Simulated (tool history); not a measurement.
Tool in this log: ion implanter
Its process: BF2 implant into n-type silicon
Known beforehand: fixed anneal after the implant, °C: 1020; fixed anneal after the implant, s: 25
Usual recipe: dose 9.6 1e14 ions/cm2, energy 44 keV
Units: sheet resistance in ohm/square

| run | hour | dose | energy | wafers since the last listed run | hours since the last dose calibration | hours since the extraction supply was calibrated | hours since the gauge calibration | read-back reference wafer on the same gauge, sheet resistance | sheet resistance |
|---|---|---|---|---|---|---|---|---|---|
| 1 | 0 | 9.6 | 50.5 | 0 | 724.7 | 1881.1 | 241.8 | 112.88 | 130.14 |
| 2 | 99.9 | 9.6 | 50.5 | 1886 | 824.6 | 1981 | 341.7 | 112.9 | 128.52 |
| 3 | 181.7 | 9.6 | 35 | 1544 | 906.4 | 2062.8 | 423.5 | 112.9 | 140.73 |
| 4 | 254.8 | 9.6 | 44 | 1380 | 979.5 | 2135.9 | 496.6 | 113.11 | 133.15 |
| 5 | 344.1 | 9.6 | 44 | 1686 | 1068.8 | 2225.2 | 585.9 | 113.15 | 132.61 |
| 6 | 388.3 | 9.6 | 44 | 834 | 1113 | 2269.4 | 630.1 | 112.86 | 133.01 |
| 7 | 458 | 9.6 | 44 | 1315 | 1182.7 | 2339.1 | 699.8 | 113.3 | 131.86 |
| 8 | 562.5 | 8.26 | 44 | 1973 | 1287.2 | 2443.6 | 804.3 | 113.03 | 146.44 |
| 9 | 849.6 | 8.26 | 44 | 5420 | 1574.3 | 2730.7 | 1091.4 | 112.88 | 145.51 |
|  | 1019.3 | Faraday cup replaced and dose calibrated |
| 10 | 1076.5 | 8.26 | 44 | 4133 | 57.2 | 2957.6 | 1318.3 | 113.03 | 153.47 |
| 11 | 1131.2 | 9.6 | 44 | 1032 | 111.9 | 3012.3 | 1373 | 113.1 | 136.23 |
| 12 | 1237.2 | 9.6 | 54.5 | 2001 | 217.9 | 3118.3 | 1479 | 112.95 | 130.24 |
| 13 | 1277.8 | 8.85 | 36 | 766 | 258.5 | 3158.9 | 1519.6 | 112.78 | 149.15 |
| 14 | 1340.1 | 8.85 | 36 | 1176 | 320.8 | 3221.2 | 1581.9 | 113.01 | 150.19 |
| 15 | 1407 | 9.6 | 55 | 1263 | 387.7 | 3288.1 | 1648.8 | 112.89 | 129.33 |
| 16 | 1474.6 | 9.6 | 44 | 1276 | 455.3 | 3355.7 | 1716.4 | 113.1 | 134.84 |
| 17 | 1517.1 | 8.73 | 44 | 802 | 497.8 | 3398.2 | 1758.9 | 112.85 | 144.22 |
|  | 1572.5 | extraction supply calibrated |
| 18 | 1577.8 | 7.22 | 57.5 | 995 | 558.5 | 5.3 | 1819.6 | 113.02 | 162.7 |
| 19 | 1640.9 | 9.6 | 50 | 1191 | 621.6 | 68.4 | 1882.7 | 113.28 | 130.65 |
| 20 | 1742.9 | 11.97 | 29.5 | 1925 | 723.6 | 170.4 | 1984.7 | 112.78 | 133.65 |
|  | 1767.8 | gauge calibrated |
| 21 | 1812.5 | 11.14 | 38.5 | 1314 | 793.2 | 240 | 44.7 | 113.12 | 126.1 |
| 22 | 1917.2 | 9.6 | 44 | 1976 | 897.9 | 344.7 | 149.4 | 112.96 | 133.91 |
| 23 | 1971 | 9.6 | 29 | 1015 | 951.7 | 398.5 | 203.2 | 112.9 | 147.77 |
| 24 | 2017.1 | 7.52 | 36.5 | 870 | 997.8 | 444.6 | 249.3 | 113.05 | 165.53 |
| 25 | 2090.9 | 9.6 | 44 | 1393 | 1071.6 | 518.4 | 323.1 | 113.04 | 133.48 |
| 26 | 2147.4 | 10.68 | 40 | 1066 | 1128.1 | 574.9 | 379.6 | 113.08 | 128.12 |
| 27 | 2202.7 | 7.5 | 44 | 1044 | 1183.4 | 630.2 | 434.9 | 113.17 | 159.92 |
| 28 | 2273.6 | 9.6 | 44 | 1338 | 1254.3 | 701.1 | 505.8 | 113.2 | 131.9 |
| 29 | 2328.8 | 10.82 | 36.5 | 1042 | 1309.5 | 756.3 | 561 | 112.87 | 130.48 |
| 30 | 2407.5 | 7.65 | 28.5 | 1485 | 1388.2 | 835 | 639.7 | 113.17 | 170.77 |
| 31 | 2467.1 | 10.9 | 44 | 1125 | 1447.8 | 894.6 | 699.3 | 112.75 | 121.55 |
|  | 2554.8 | Faraday cup replaced and dose calibrated |
| 32 | 2561.7 | 12.08 | 57 | 1635 | 6.9 | 989.2 | 793.9 | 112.91 | 109.32 |

Here are 4 independent what-if runs from the current tool condition. What would each one return?
| A | 2562.1 | 9.6 | 32.5 | 7 | 7.3 | 989.6 | 794.3 | ? | ? |
| B | 2562.1 | 7.57 | 49 | 7 | 7.3 | 989.6 | 794.3 | ? | ? |
| C | 2562.1 | 11.13 | 39 | 7 | 7.3 | 989.6 | 794.3 | ? | ? |
| D | 2562.1 | 7.06 | 39 | 7 | 7.3 | 989.6 | 794.3 | ? | ? |

| run | read-back reference wafer on the same gauge, sheet resistance | sheet resistance |
|---|---|---|
| A | 113.06 | 145.82 |
| B | 113.06 | 160.09 |
| C | 113.06 | 127.48 |
| D | 113.06 | 174.7 |
Without the tool's unlogged condition, the same runs would have read:
| run | sheet resistance |
|---|---|
| A | 146.01 |
| B | 160.39 |
| C | 127.64 |
| D | 175.01 |
